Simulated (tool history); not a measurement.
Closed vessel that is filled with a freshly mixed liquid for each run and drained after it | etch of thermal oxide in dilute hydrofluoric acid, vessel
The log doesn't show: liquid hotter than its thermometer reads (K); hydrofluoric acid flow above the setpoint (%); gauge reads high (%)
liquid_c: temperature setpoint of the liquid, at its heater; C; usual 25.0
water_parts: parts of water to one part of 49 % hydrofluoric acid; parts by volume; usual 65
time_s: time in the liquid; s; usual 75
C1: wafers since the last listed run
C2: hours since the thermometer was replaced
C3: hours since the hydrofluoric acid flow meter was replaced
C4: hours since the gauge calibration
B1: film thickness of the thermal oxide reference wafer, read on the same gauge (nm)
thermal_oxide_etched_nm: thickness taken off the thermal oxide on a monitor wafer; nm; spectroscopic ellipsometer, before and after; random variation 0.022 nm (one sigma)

run 1 hour=0.0 | liquid_c=25.0 water_parts=65 time_s=75 | C1=0 C2=393.4 C3=5.7 C4=678.0 | B1=80.34 | thermal_oxide_etched_nm=5.61
run 2 hour=93.9 | liquid_c=25.0 water_parts=65 time_s=75 | C1=8669 C2=487.3 C3=99.6 C4=771.9 | B1=80.41 | thermal_oxide_etched_nm=5.68
-- hour=160.9 thermometer replaced
run 3 hour=199.8 | liquid_c=25.0 water_parts=85 time_s=75 | C1=9684 C2=38.9 C3=205.5 C4=877.8 | B1=80.47 | thermal_oxide_etched_nm=4.22
run 4 hour=297.3 | liquid_c=25.0 water_parts=85 time_s=75 | C1=9001 C2=136.4 C3=303.0 C4=975.3 | B1=80.58 | thermal_oxide_etched_nm=4.23
run 5 hour=384.4 | liquid_c=25.0 water_parts=65 time_s=75 | C1=8041 C2=223.5 C3=390.1 C4=1062.4 | B1=80.68 | thermal_oxide_etched_nm=5.66
run 6 hour=467.1 | liquid_c=23.5 water_parts=65 time_s=85 | C1=7635 C2=306.2 C3=472.8 C4=1145.1 | B1=80.79 | thermal_oxide_etched_nm=6.06
run 7 hour=572.8 | liquid_c=23.5 water_parts=65 time_s=85 | C1=9758 C2=411.9 C3=578.5 C4=1250.8 | B1=80.94 | thermal_oxide_etched_nm=6.08
run 8 hour=644.4 | liquid_c=25.0 water_parts=65 time_s=100 | C1=6610 C2=483.5 C3=650.1 C4=1322.4 | B1=80.99 | thermal_oxide_etched_nm=7.56
-- hour=727.6 thermometer replaced
run 9 hour=728.6 | liquid_c=25.0 water_parts=65 time_s=75 | C1=7681 C2=1.0 C3=734.3 C4=1406.6 | B1=81.23 | thermal_oxide_etched_nm=5.73
run 10 hour=834.7 | liquid_c=25.0 water_parts=65 time_s=75 | C1=9795 C2=107.1 C3=840.4 C4=1512.7 | B1=81.41 | thermal_oxide_etched_nm=5.74
run 11 hour=871.2 | liquid_c=25.0 water_parts=65 time_s=75 | C1=3369 C2=143.6 C3=876.9 C4=1549.2 | B1=81.42 | thermal_oxide_etched_nm=5.72
run 12 hour=964.1 | liquid_c=25.0 water_parts=65 time_s=75 | C1=8576 C2=236.5 C3=969.8 C4=1642.1 | B1=81.62 | thermal_oxide_etched_nm=5.76
run 13 hour=1040.0 | liquid_c=25.0 water_parts=65 time_s=75 | C1=7007 C2=312.4 C3=1045.7 C4=1718.0 | B1=81.81 | thermal_oxide_etched_nm=5.79
run 14 hour=1145.8 | liquid_c=25.0 water_parts=65 time_s=75 | C1=9767 C2=418.2 C3=1151.5 C4=1823.8 | B1=82.02 | thermal_oxide_etched_nm=5.79
-- hour=1165.9 hydrofluoric acid flow meter replaced
run 15 hour=1207.9 | liquid_c=25.0 water_parts=65 time_s=75 | C1=5640 C2=480.3 C3=42.0 C4=1885.9 | B1=82.14 | thermal_oxide_etched_nm=5.80
run 16 hour=1265.4 | liquid_c=25.0 water_parts=65 time_s=75 | C1=5308 C2=537.8 C3=99.5 C4=1943.4 | B1=82.29 | thermal_oxide_etched_nm=5.79
run 17 hour=1329.2 | liquid_c=29.0 water_parts=40 time_s=50 | C1=5890 C2=601.6 C3=163.3 C4=2007.2 | B1=82.38 | thermal_oxide_etched_nm=7.65
-- hour=1376.6 thermometer replaced
-- hour=1398.4 gauge calibrated
run 18 hour=1403.0 | liquid_c=25.0 water_parts=65 time_s=75 | C1=6721 C2=26.4 C3=237.1 C4=4.6 | B1=80.28 | thermal_oxide_etched_nm=5.65
run 19 hour=1658.8 | liquid_c=25.0 water_parts=95 time_s=55 | C1=23616 C2=282.2 C3=492.9 C4=260.4 | B1=80.29 | thermal_oxide_etched_nm=2.73
run 20 hour=1739.9 | liquid_c=25.0 water_parts=65 time_s=75 | C1=7487 C2=363.3 C3=574.0 C4=341.5 | B1=80.34 | thermal_oxide_etched_nm=5.71
run 21 hour=1843.3 | liquid_c=27.0 water_parts=75 time_s=75 | C1=9546 C2=466.7 C3=677.4 C4=444.9 | B1=80.43 | thermal_oxide_etched_nm=5.23
run 22 hour=1916.3 | liquid_c=25.0 water_parts=65 time_s=75 | C1=6739 C2=539.7 C3=750.4 C4=517.9 | B1=80.45 | thermal_oxide_etched_nm=5.70
run 23 hour=1985.3 | liquid_c=25.0 water_parts=65 time_s=75 | C1=6370 C2=608.7 C3=819.4 C4=586.9 | B1=80.48 | thermal_oxide_etched_nm=5.66
-- hour=2064.0 thermometer replaced
run 24 hour=2082.5 | liquid_c=28.5 water_parts=75 time_s=35 | C1=8881 C2=18.5 C3=916.6 C4=684.1 | B1=80.60 | thermal_oxide_etched_nm=2.60
run 25 hour=2176.3 | liquid_c=25.0 water_parts=55 time_s=40 | C1=8659 C2=112.3 C3=1010.4 C4=777.9 | B1=80.62 | thermal_oxide_etched_nm=3.63
-- hour=2289.8 hydrofluoric acid flow meter replaced
run 26 hour=2486.9 | liquid_c=20.0 water_parts=65 time_s=75 | C1=28583 C2=422.9 C3=197.1 C4=1088.5 | B1=80.96 | thermal_oxide_etched_nm=4.62
run 27 hour=2577.7 | liquid_c=25.0 water_parts=65 time_s=75 | C1=8382 C2=513.7 C3=287.9 C4=1179.3 | B1=81.14 | thermal_oxide_etched_nm=5.70
run 28 hour=2683.5 | liquid_c=25.0 water_parts=65 time_s=75 | C1=9767 C2=619.5 C3=393.7 C4=1285.1 | B1=81.26 | thermal_oxide_etched_nm=5.71
-- hour=2727.7 thermometer replaced
run 29 hour=2751.8 | liquid_c=25.0 water_parts=65 time_s=90 | C1=6213 C2=24.1 C3=462.0 C4=1353.4 | B1=81.40 | thermal_oxide_etched_nm=6.88
run 30 hour=2850.6 | liquid_c=25.0 water_parts=55 time_s=75 | C1=9121 C2=122.9 C3=560.8 C4=1452.2 | B1=81.60 | thermal_oxide_etched_nm=6.85
run 31 hour=3047.7 | liquid_c=22.5 water_parts=85 time_s=105 | C1=18197 C2=320.0 C3=757.9 C4=1649.3 | B1=81.89 | thermal_oxide_etched_nm=5.45
run 32 hour=3116.7 | liquid_c=25.0 water_parts=55 time_s=105 | C1=6370 C2=389.0 C3=826.9 C4=1718.3 | B1=82.11 | thermal_oxide_etched_nm=9.67

3 ways to go on from here, each from the tool as it stands after run 32. What would each give?
run A hour=3117.4 | liquid_c=25.0 water_parts=65 time_s=75 | C1=64 C2=389.7 C3=827.6 C4=1719.0 | B1=? | thermal_oxide_etched_nm=?
run B hour=3117.4 | liquid_c=28.0 water_parts=50 time_s=40 | C1=64 C2=389.7 C3=827.6 C4=1719.0 | B1=? | thermal_oxide_etched_nm=?
run C hour=3117.4 | liquid_c=20.5 water_parts=80 time_s=75 | C1=64 C2=389.7 C3=827.6 C4=1719.0 | B1=? | thermal_oxide_etched_nm=?

run=A B1=82.11 thermal_oxide_etched_nm=5.77
run=B B1=82.11 thermal_oxide_etched_nm=4.61
run=C B1=82.11 thermal_oxide_etched_nm=3.83
Without the tool's hidden state the same runs would have given:
run=A thermal_oxide_etched_nm=5.63
run=B thermal_oxide_etched_nm=4.49
run=C thermal_oxide_etched_nm=3.73

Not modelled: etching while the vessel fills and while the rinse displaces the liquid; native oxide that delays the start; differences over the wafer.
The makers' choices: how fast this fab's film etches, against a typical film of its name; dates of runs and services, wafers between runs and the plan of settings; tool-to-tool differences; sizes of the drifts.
